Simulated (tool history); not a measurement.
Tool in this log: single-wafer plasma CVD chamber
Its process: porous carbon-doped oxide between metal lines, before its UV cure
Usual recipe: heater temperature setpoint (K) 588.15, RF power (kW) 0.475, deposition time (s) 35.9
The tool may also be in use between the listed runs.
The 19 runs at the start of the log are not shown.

run	day	heater temperature setpoint (K)	RF power (kW)	deposition time (s)	read-back reference wafer on the same gauge, thickness_nm	mean film thickness on the monitor wafer (angstrom)
20	22.617	588.15	0.475	33.4	189.771	1549.85
21	23.838	588.15	0.475	38.1	189.547	1741.79
# day 24.642: gauge calibrated
22	24.929	576.15	0.405	31.4	189.867	1358.64
23	25.638	600.15	0.545	38.5	190.034	1817.6
24	26.267	598.15	0.505	41	189.891	1842.86
25	27.692	588.15	0.475	35.9	190.274	1654.59
26	28.383	588.15	0.475	35.9	190.167	1650.66
27	29.321	594.15	0.475	35.9	190.076	1592.2
28	29.904	588.15	0.395	32	190.273	1292.78
29	31.279	588.15	0.475	35.9	189.836	1638.66
30	32.004	588.15	0.475	35.9	189.882	1630.92
31	32.912	588.15	0.4	40.1	190.354	1608.48

Here are 3 independent what-if runs from the current tool condition. What would each one return?
A	32.929	588.15	0.475	35.9	?	?
B	32.929	588.15	0.405	35.9	?	?
C	32.929	596.15	0.45	40.1	?	?

run	read-back reference wafer on the same gauge, thickness_nm	mean film thickness on the monitor wafer (angstrom)
A	190.221	1638.63
B	190.221	1451.92
C	190.221	1691.95
Stripped of hidden state, with their random variation kept, the same runs would have yielded:
run	mean film thickness on the monitor wafer (angstrom)
A	1643.54
B	1456.93
C	1697.79
